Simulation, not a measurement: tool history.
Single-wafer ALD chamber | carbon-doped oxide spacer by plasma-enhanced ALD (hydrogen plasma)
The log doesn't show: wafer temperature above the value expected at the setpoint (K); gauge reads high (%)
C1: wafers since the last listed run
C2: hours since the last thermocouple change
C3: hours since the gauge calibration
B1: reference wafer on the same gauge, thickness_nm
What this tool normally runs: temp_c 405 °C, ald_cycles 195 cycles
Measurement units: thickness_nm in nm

Run 1, day 0: usual settings; C1 0; C2 2803.5; C3 446.1; B1 10.425. Result: thickness_nm 10.141 nm.
At day 1.062: gauge calibrated.
Run 2, day 1.271: usual settings; C1 39; C2 2834; C3 5; B1 10.299. Result: thickness_nm 10.063 nm.
Run 3, day 1.638: usual settings; C1 11; C2 2842.8; C3 13.8; B1 10.304. Result: thickness_nm 10.062 nm.
Run 4, day 2.05: usual settings; C1 12; C2 2852.7; C3 23.7; B1 10.312. Result: thickness_nm 10.091 nm.
Run 5, day 2.521: usual settings; C1 14; C2 2864; C3 35; B1 10.319. Result: thickness_nm 10.088 nm.
Run 6, day 3.212: usual settings; C1 21; C2 2880.6; C3 51.6; B1 10.325. Result: thickness_nm 10.139 nm.
Run 7, day 3.95: usual settings; C1 22; C2 2898.3; C3 69.3; B1 10.339. Result: thickness_nm 10.176 nm.
Run 8, day 4.412: usual settings but temp_c 410 °C; C1 14; C2 2909.4; C3 80.4; B1 10.335. Result: thickness_nm 9.928 nm.
Run 9, day 4.862: usual settings but temp_c 410 °C; C1 13; C2 2920.2; C3 91.2; B1 10.348. Result: thickness_nm 9.936 nm.
Run 10, day 5.496: usual settings but temp_c 410 °C; C1 19; C2 2935.4; C3 106.4; B1 10.354. Result: thickness_nm 9.959 nm.
Run 11, day 5.912: usual settings but temp_c 411 °C, ald_cycles 224 cycles; C1 12; C2 2945.4; C3 116.4; B1 10.358. Result: thickness_nm 11.408 nm.
Run 12, day 6.262: usual settings but temp_c 400 °C; C1 10; C2 2953.8; C3 124.8; B1 10.361. Result: thickness_nm 10.302 nm.
Run 13, day 6.533: usual settings; C1 8; C2 2960.3; C3 131.3; B1 10.356. Result: thickness_nm 10.141 nm.
Run 14, day 7.146: usual settings; C1 19; C2 2975; C3 146; B1 10.367. Result: thickness_nm 10.122 nm.
Run 15, day 7.771: usual settings; C1 19; C2 2990; C3 161; B1 10.377. Result: thickness_nm 10.111 nm.
Run 16, day 8.025: usual settings but temp_c 412 °C, ald_cycles 176 cycles; C1 7; C2 2996.1; C3 167.1; B1 10.374. Result: thickness_nm 8.969 nm.
Run 17, day 8.721: usual settings; C1 21; C2 3012.8; C3 183.8; B1 10.379. Result: thickness_nm 10.138 nm.
Run 18, day 9.121: usual settings; C1 12; C2 3022.4; C3 193.4; B1 10.385. Result: thickness_nm 10.19 nm.
Run 19, day 9.85: usual settings; C1 22; C2 3039.9; C3 210.9; B1 10.38. Result: thickness_nm 10.163 nm.
Run 20, day 10.367: usual settings; C1 16; C2 3052.3; C3 223.3; B1 10.384. Result: thickness_nm 10.148 nm.
Run 21, day 10.929: usual settings but temp_c 395 °C; C1 17; C2 3065.8; C3 236.8; B1 10.384. Result: thickness_nm 10.334 nm.
Run 22, day 11.45: usual settings but temp_c 395 °C; C1 16; C2 3078.3; C3 249.3; B1 10.39. Result: thickness_nm 10.326 nm.
Run 23, day 11.942: usual settings; C1 15; C2 3090.1; C3 261.1; B1 10.392. Result: thickness_nm 10.204 nm.
Run 24, day 12.533: usual settings but temp_c 420 °C, ald_cycles 219 cycles; C1 18; C2 3104.3; C3 275.3; B1 10.393. Result: thickness_nm 10.803 nm.
Run 25, day 13.146: usual settings but ald_cycles 227 cycles; C1 19; C2 3119; C3 290; B1 10.395. Result: thickness_nm 11.847 nm.
Run 26, day 13.596: usual settings but temp_c 398 °C, ald_cycles 183 cycles; C1 13; C2 3129.8; C3 300.8; B1 10.395. Result: thickness_nm 9.674 nm.
Run 27, day 14.212: usual settings; C1 19; C2 3144.6; C3 315.6; B1 10.402. Result: thickness_nm 10.17 nm.
Run 28, day 14.888: usual settings but temp_c 410 °C; C1 20; C2 3160.8; C3 331.8; B1 10.403. Result: thickness_nm 10.028 nm.
Run 29, day 15.558: usual settings but temp_c 391 °C; C1 20; C2 3176.9; C3 347.9; B1 10.405. Result: thickness_nm 10.348 nm.
Run 30, day 16.288: usual settings but temp_c 413 °C, ald_cycles 234 cycles; C1 22; C2 3194.4; C3 365.4; B1 10.406. Result: thickness_nm 11.869 nm.
Run 31, day 16.992: usual settings but ald_cycles 170 cycles; C1 21; C2 3211.3; C3 382.3; B1 10.408. Result: thickness_nm 8.852 nm.
Run 32, day 17.517: usual settings but temp_c 411 °C, ald_cycles 222 cycles; C1 16; C2 3223.9; C3 394.9; B1 10.402. Result: thickness_nm 11.32 nm.
Run 33, day 17.879: usual settings; C1 11; C2 3232.6; C3 403.6; B1 10.402. Result: thickness_nm 10.178 nm.
Run 34, day 18.538: usual settings; C1 20; C2 3248.4; C3 419.4; B1 10.413. Result: thickness_nm 10.194 nm.
Run 35, day 19.2: usual settings but ald_cycles 215 cycles; C1 20; C2 3264.3; C3 435.3; B1 10.41. Result: thickness_nm 11.21 nm.
At day 19.858: thermocouple changed; heater temperature recalibrated.
Run 36, day 19.896: usual settings but temp_c 395 °C, ald_cycles 177 cycles; C1 11; C2 0.9; C3 452; B1 10.411. Result: thickness_nm 9.386 nm.
At day 19.967: gauge calibrated.
Run 37, day 20.308: usual settings but temp_c 396 °C; C1 12; C2 10.8; C3 8.2; B1 10.318. Result: thickness_nm 10.199 nm.
Run 38, day 20.992: usual settings; C1 21; C2 27.2; C3 24.6; B1 10.328. Result: thickness_nm 10.144 nm.
Run 39, day 21.467: usual settings; C1 14; C2 38.6; C3 36; B1 10.338. Result: thickness_nm 10.165 nm.
Run 40, day 21.988: usual settings but temp_c 392 °C; C1 16; C2 51.1; C3 48.5; B1 10.343. Result: thickness_nm 10.25 nm.
Run 41, day 22.717: usual settings but temp_c 415 °C, ald_cycles 159 cycles; C1 22; C2 68.6; C3 66; B1 10.356. Result: thickness_nm 7.993 nm.
Run 42, day 24.808: usual settings but ald_cycles 182 cycles; C1 64; C2 118.8; C3 116.2; B1 10.375. Result: thickness_nm 9.446 nm.
Run 43, day 25.454: usual settings but temp_c 390 °C; C1 20; C2 134.3; C3 131.7; B1 10.377. Result: thickness_nm 10.306 nm.
Run 44, day 26.121: usual settings but ald_cycles 209 cycles; C1 20; C2 150.3; C3 147.7; B1 10.383. Result: thickness_nm 10.845 nm.
Run 45, day 26.771: usual settings but temp_c 413 °C, ald_cycles 219 cycles; C1 20; C2 165.9; C3 163.3; B1 10.387. Result: thickness_nm 11.089 nm.
Run 46, day 27.142: usual settings but temp_c 398 °C, ald_cycles 176 cycles; C1 11; C2 174.8; C3 172.2; B1 10.385. Result: thickness_nm 9.339 nm.

3 ways to go on from here, each from the tool as it stands after run 46. What would each give?
Run A, day 27.171: usual settings but temp_c 398 °C; C1 0; C2 175.5; C3 172.9; B1 ?. Result: thickness_nm ?.
Run B, day 27.171: usual settings but ald_cycles 175 cycles; C1 0; C2 175.5; C3 172.9; B1 ?. Result: thickness_nm ?.
Run C, day 27.171: usual settings but temp_c 393 °C, ald_cycles 215 cycles; C1 0; C2 175.5; C3 172.9; B1 ?. Result: thickness_nm ?.

run      B1  thickness_nm
  A  10.388          10.3
  B  10.388         9.105
  C  10.388        11.356
The same runs, with their run-to-run variation unchanged, on a tool lacking any hidden condition would have given:
run  thickness_nm
  A        10.209
  B         9.024
  C        11.256
